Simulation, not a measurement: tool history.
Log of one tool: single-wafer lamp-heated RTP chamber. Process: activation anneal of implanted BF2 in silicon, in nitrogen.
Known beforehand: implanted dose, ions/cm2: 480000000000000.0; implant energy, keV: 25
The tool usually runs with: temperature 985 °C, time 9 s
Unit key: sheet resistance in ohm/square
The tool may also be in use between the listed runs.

run    hour  temperature  time  wafers since the last listed run  wafers since the last pyrometer calibration  wafers since the reflector plate was cleaned  hours since the gauge calibration  read-back reference wafer on the same gauge, sheet resistance  sheet resistance
  1     0.0          985     9                                 0                                         6378                                          1737                              706.8                                                         301.03            263.00
  2    39.2          985     9                               691                                         7070                                          2429                              746.0                                                         301.12            264.32
  3    97.8          964     9                              1033                                         8103                                          3462                              804.6                                                         300.93            281.13
  4   146.0          978     9                               850                                         8953                                          4313                              852.8                                                         300.84            268.45
  5   213.3          978     9                              1187                                        10141                                          5500                              920.1                                                         301.06            268.13
      239.7  -- pyrometer window cleaned and pyrometer calibrated
  6   260.3          978     9                               687                                          364                                          6188                              967.1                                                         301.06            266.81
  7   321.1         1005     9                              1072                                         1436                                          7260                             1027.9                                                         300.96            253.51
  8   363.8         1005     9                               753                                         2189                                          8013                             1070.6                                                         301.04            253.78
  9   388.3         1005     9                               432                                         2622                                          8445                             1095.1                                                         301.04            253.31
 10   457.2          985    11                              1215                                         3837                                          9661                             1164.0                                                         300.85            259.06
 11   485.5          985    11                               499                                         4336                                         10160                             1192.3                                                         300.84            259.98
 12   540.6          985    11                               971                                         5308                                         11132                             1247.4                                                         300.92            257.92
      621.2  -- reflector plate cleaned
 13   702.3          985    10                              2711                                         8019                                          1430                             1409.1                                                         301.04            263.39
 14   732.5          997     6                               532                                         8552                                          1963                             1439.3                                                         301.19            259.57
 15   801.4          985    11                              1215                                         9767                                          3178                             1508.2                                                         300.91            261.79
      810.8  -- pyrometer window cleaned and pyrometer calibrated
 16   867.4          978     9                              1023                                          997                                          4201                             1574.2                                                         300.94            269.01
 17   900.1          985     9                               576                                         1574                                          4778                             1606.9                                                         300.70            263.06
 18   939.3         1005     9                               691                                         2265                                          5469                             1646.1                                                         301.09            254.12
 19   971.0          974    12                               559                                         2825                                          6028                             1677.8                                                         301.13            267.64
 20  1030.3          955     4                              1045                                         3871                                          7074                             1737.1                                                         300.96            296.36
 21  1083.6          985     9                               940                                         4811                                          8015                             1790.4                                                         301.02            261.33
 22  1209.6          985     9                              2222                                         7033                                         10237                             1916.4                                                         301.10            259.64
 23  1257.3          956     4                               841                                         7875                                         11079                             1964.1                                                         301.20            288.48
     1274.6  -- reflector plate cleaned
 24  1317.2          985     9                               915                                         8790                                           750                             2024.0                                                         301.16            264.51
 25  1355.9          985     9                               682                                         9473                                          1433                             2062.7                                                         300.99            263.64
     1372.3  -- pyrometer window cleaned and pyrometer calibrated
 26  1418.7          985     9                               966                                          819                                          2400                             2125.5                                                         301.16            264.09
 27  1476.7          959     4                              1023                                         1842                                          3423                             2183.5                                                         301.14            293.53
     1496.4  -- gauge calibrated
 28  1522.1          985     5                               800                                         2642                                          4223                               25.7                                                         301.02            266.88
 29  1593.3          961     7                              1255                                         3898                                          5479                               96.9                                                         300.99            286.91
 30  1644.5          997     5                               903                                         4801                                          6382                              148.1                                                         300.92            259.71
 31  1673.2         1007    12                               506                                         5308                                          6889                              176.8                                                         300.75            252.47
 32  1768.3          971     4                              1677                                         6985                                          8566                              271.9                                                         301.17            277.34
 33  1827.5          994    11                              1044                                         8029                                          9610                              331.1                                                         301.25            256.37
     1888.1  -- reflector plate cleaned
 34  1892.1         1010     7                               998                                         9028                                            70                              395.7                                                         300.99            254.13
     1928.0  -- pyrometer window cleaned and pyrometer calibrated
 35  1960.8         1011     9                              1070                                          577                                          1141                              464.4                                                         300.84            253.37
 36  2013.8          985     9                               934                                         1512                                          2075                              517.4                                                         300.95            262.07
 37  2085.8         1014     6                              1270                                         2782                                          3345                              589.4                                                         301.13            254.11

Across each entry between runs, compare the hidden state at the last listed run before it with the hidden state at the first listed run after it:
In the gap between runs 5 and 6: pyrometer window cleaned and pyrometer calibrated (hour 239.7)
  wafer temperature error from the tarnished reflector plate, K: 1.98 -> 2.5
  measured minus no-state result, sheet resistance: -1.61 -> -2.02 ohm/square
In the gap between runs 12 and 13: reflector plate cleaned (hour 621.2)
  wafer temperature error from the tarnished reflector plate, K: 7.13 -> 0.557
  measured minus no-state result, sheet resistance: -4.03 -> -0.37 ohm/square
In the gap between runs 15 and 16: pyrometer window cleaned and pyrometer calibrated (hour 810.8)
  wafer temperature error from the tarnished reflector plate, K: 0.985 -> 1.45
  measured minus no-state result, sheet resistance: -0.63 -> -1.19 ohm/square
In the gap between runs 23 and 24: reflector plate cleaned (hour 1274.6)
  wafer temperature error from the tarnished reflector plate, K: 7.13 -> 0.164
  measured minus no-state result, sheet resistance: -9.27 -> -0.11 ohm/square
In the gap between runs 25 and 26: pyrometer window cleaned and pyrometer calibrated (hour 1372.3)
  wafer temperature error from the tarnished reflector plate, K: 0.243 -> 0.477
  measured minus no-state result, sheet resistance: -0.16 -> -0.31 ohm/square
In the gap between runs 27 and 28: gauge calibrated (hour 1496.4)
  wafer temperature error from the tarnished reflector plate, K: 0.809 -> 1.15
  measured minus no-state result, sheet resistance: -1.05 -> -0.79 ohm/square
In the gap between runs 33 and 34: reflector plate cleaned (hour 1888.1)
  wafer temperature error from the tarnished reflector plate, K: 5.18 -> 0.843
  measured minus no-state result, sheet resistance: -2.11 -> -0.22 ohm/square
In the gap between runs 34 and 35: pyrometer window cleaned and pyrometer calibrated (hour 1928.0)
  wafer temperature error from the tarnished reflector plate, K: 0.843 -> 0.93
  measured minus no-state result, sheet resistance: -0.22 -> -0.22 ohm/square

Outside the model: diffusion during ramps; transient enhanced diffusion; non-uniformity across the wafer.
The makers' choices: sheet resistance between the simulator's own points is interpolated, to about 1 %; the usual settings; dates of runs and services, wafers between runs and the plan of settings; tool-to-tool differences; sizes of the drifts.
